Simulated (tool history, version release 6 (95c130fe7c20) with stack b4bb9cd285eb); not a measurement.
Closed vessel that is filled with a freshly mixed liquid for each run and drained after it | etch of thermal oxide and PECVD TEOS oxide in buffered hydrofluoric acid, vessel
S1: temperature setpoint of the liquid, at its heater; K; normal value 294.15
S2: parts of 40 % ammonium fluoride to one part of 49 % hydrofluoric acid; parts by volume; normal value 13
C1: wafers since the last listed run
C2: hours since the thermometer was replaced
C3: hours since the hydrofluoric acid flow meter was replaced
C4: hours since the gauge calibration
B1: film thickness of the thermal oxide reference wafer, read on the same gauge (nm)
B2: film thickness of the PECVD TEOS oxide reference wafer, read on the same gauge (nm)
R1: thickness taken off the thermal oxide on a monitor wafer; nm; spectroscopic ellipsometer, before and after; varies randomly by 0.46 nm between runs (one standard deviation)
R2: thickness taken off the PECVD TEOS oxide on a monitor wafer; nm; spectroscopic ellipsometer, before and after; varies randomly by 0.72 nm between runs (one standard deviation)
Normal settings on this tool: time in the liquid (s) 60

run 1 hour=0 | S1=294.15 S2=11 time_in_the_liquid_(s)=60 | C1=0 C2=1192.7 C3=740 C4=777.8 | B1=100.01 B2=40 | R1=60.85 R2=182.17
run 2 hour=43.8 | S1=294.15 S2=11 time_in_the_liquid_(s)=60 | C1=3117 C2=1236.5 C3=783.8 C4=821.6 | B1=99.98 B2=40.01 | R1=61 R2=183.45
run 3 hour=92.1 | S1=294.15 S2=13 time_in_the_liquid_(s)=60 | C1=3437 C2=1284.8 C3=832.1 C4=869.9 | B1=100.02 B2=40.01 | R1=51.6 R2=154.83
run 4 hour=153.3 | S1=294.15 S2=13 time_in_the_liquid_(s)=60 | C1=4355 C2=1346 C3=893.3 C4=931.1 | B1=100.01 B2=40.01 | R1=51.55 R2=156.46
run 5 hour=198.7 | S1=294.15 S2=13 time_in_the_liquid_(s)=60 | C1=3231 C2=1391.4 C3=938.7 C4=976.5 | B1=100.01 B2=40 | R1=50.6 R2=154.55
run 6 hour=261 | S1=294.15 S2=13 time_in_the_liquid_(s)=60 | C1=4434 C2=1453.7 C3=1001 C4=1038.8 | B1=99.98 B2=40.01 | R1=50.72 R2=155.17
run 7 hour=318.6 | S1=294.15 S2=13 time_in_the_liquid_(s)=80 | C1=4099 C2=1511.3 C3=1058.6 C4=1096.4 | B1=100.01 B2=40 | R1=67.87 R2=205.07
run 8 hour=361 | S1=294.15 S2=13 time_in_the_liquid_(s)=80 | C1=3017 C2=1553.7 C3=1101 C4=1138.8 | B1=100 B2=40.02 | R1=67.7 R2=207.45
-- hour=404.2 gauge calibrated
run 9 hour=423.7 | S1=294.15 S2=13 time_in_the_liquid_(s)=80 | C1=4462 C2=1616.4 C3=1163.7 C4=19.5 | B1=100.01 B2=39.99 | R1=65.95 R2=205.7
run 10 hour=450 | S1=291.15 S2=9 time_in_the_liquid_(s)=60 | C1=1871 C2=1642.7 C3=1190 C4=45.8 | B1=100 B2=40.02 | R1=61.75 R2=187.09
run 11 hour=536 | S1=295.15 S2=13 time_in_the_liquid_(s)=60 | C1=6121 C2=1728.7 C3=1276 C4=131.8 | B1=100.01 B2=39.98 | R1=52.95 R2=162.67
run 12 hour=599.2 | S1=290.15 S2=15 time_in_the_liquid_(s)=90 | C1=4498 C2=1791.9 C3=1339.2 C4=195 | B1=99.98 B2=39.99 | R1=51.78 R2=161.01
run 13 hour=663.1 | S1=294.15 S2=8.5 time_in_the_liquid_(s)=60 | C1=4548 C2=1855.8 C3=1403.1 C4=258.9 | B1=99.97 B2=40 | R1=75.68 R2=230.82
-- hour=676.3 hydrofluoric acid flow meter replaced
run 14 hour=717.7 | S1=296.15 S2=13 time_in_the_liquid_(s)=30 | C1=3815 C2=1910.4 C3=41.4 C4=313.5 | B1=99.96 B2=39.98 | R1=33.19 R2=99.59
run 15 hour=765.6 | S1=294.15 S2=13 time_in_the_liquid_(s)=30 | C1=3409 C2=1958.3 C3=89.3 C4=361.4 | B1=99.98 B2=40 | R1=28.95 R2=89.11
-- hour=829.5 thermometer replaced
run 16 hour=830 | S1=294.15 S2=15 time_in_the_liquid_(s)=60 | C1=4512 C2=0.5 C3=153.7 C4=425.8 | B1=99.98 B2=40 | R1=43.41 R2=131.43
run 17 hour=886.5 | S1=294.15 S2=8.5 time_in_the_liquid_(s)=45 | C1=4021 C2=57 C3=210.2 C4=482.3 | B1=100 B2=39.98 | R1=54.71 R2=169.32
run 18 hour=921 | S1=294.15 S2=10.5 time_in_the_liquid_(s)=60 | C1=2455 C2=91.5 C3=244.7 C4=516.8 | B1=100.01 B2=39.98 | R1=60.65 R2=187.32
run 19 hour=985.6 | S1=294.15 S2=13 time_in_the_liquid_(s)=60 | C1=4597 C2=156.1 C3=309.3 C4=581.4 | B1=99.99 B2=40.02 | R1=49.41 R2=151.06
run 20 hour=1020.1 | S1=296.15 S2=13 time_in_the_liquid_(s)=30 | C1=2455 C2=190.6 C3=343.8 C4=615.9 | B1=100 B2=39.99 | R1=27.39 R2=84.83
run 21 hour=1066 | S1=297.15 S2=17 time_in_the_liquid_(s)=60 | C1=3266 C2=236.5 C3=389.7 C4=661.8 | B1=100.02 B2=40 | R1=45.81 R2=136.98
run 22 hour=1114.2 | S1=294.15 S2=13 time_in_the_liquid_(s)=95 | C1=3430 C2=284.7 C3=437.9 C4=710 | B1=100.01 B2=40 | R1=77.74 R2=241.3

Predict each of these 5 candidate next runs independently; none follows another, all start after run 22:
run A hour=1114.9 | S1=294.15 S2=15.5 time_in_the_liquid_(s)=60 | C1=49 C2=285.4 C3=438.6 C4=710.7 | B1=? B2=? | R1=? R2=?
run B hour=1114.9 | S1=296.15 S2=13 time_in_the_liquid_(s)=95 | C1=49 C2=285.4 C3=438.6 C4=710.7 | B1=? B2=? | R1=? R2=?
run C hour=1114.9 | S1=292.65 S2=17.5 time_in_the_liquid_(s)=80 | C1=49 C2=285.4 C3=438.6 C4=710.7 | B1=? B2=? | R1=? R2=?
run D hour=1114.9 | S1=290.15 S2=13 time_in_the_liquid_(s)=60 | C1=49 C2=285.4 C3=438.6 C4=710.7 | B1=? B2=? | R1=? R2=?
run E hour=1114.9 | S1=291.15 S2=13 time_in_the_liquid_(s)=60 | C1=49 C2=285.4 C3=438.6 C4=710.7 | B1=? B2=? | R1=? R2=?

run=A B1=99.99 B2=39.99 R1=42.33 R2=126.29
run=B B1=99.99 B2=39.99 R1=88.95 R2=265.38
run=C B1=99.99 B2=39.99 R1=46.05 R2=137.4
run=D B1=99.99 B2=39.99 R1=40.19 R2=119.91
run=E B1=99.99 B2=39.99 R1=42.54 R2=126.91
What these runs would have given with no unlogged condition in the tool:
run=A R1=42.7 R2=127.39
run=B R1=89.75 R2=267.77
run=C R1=46.44 R2=138.56
run=D R1=40.5 R2=120.82
run=E R1=42.87 R2=127.91

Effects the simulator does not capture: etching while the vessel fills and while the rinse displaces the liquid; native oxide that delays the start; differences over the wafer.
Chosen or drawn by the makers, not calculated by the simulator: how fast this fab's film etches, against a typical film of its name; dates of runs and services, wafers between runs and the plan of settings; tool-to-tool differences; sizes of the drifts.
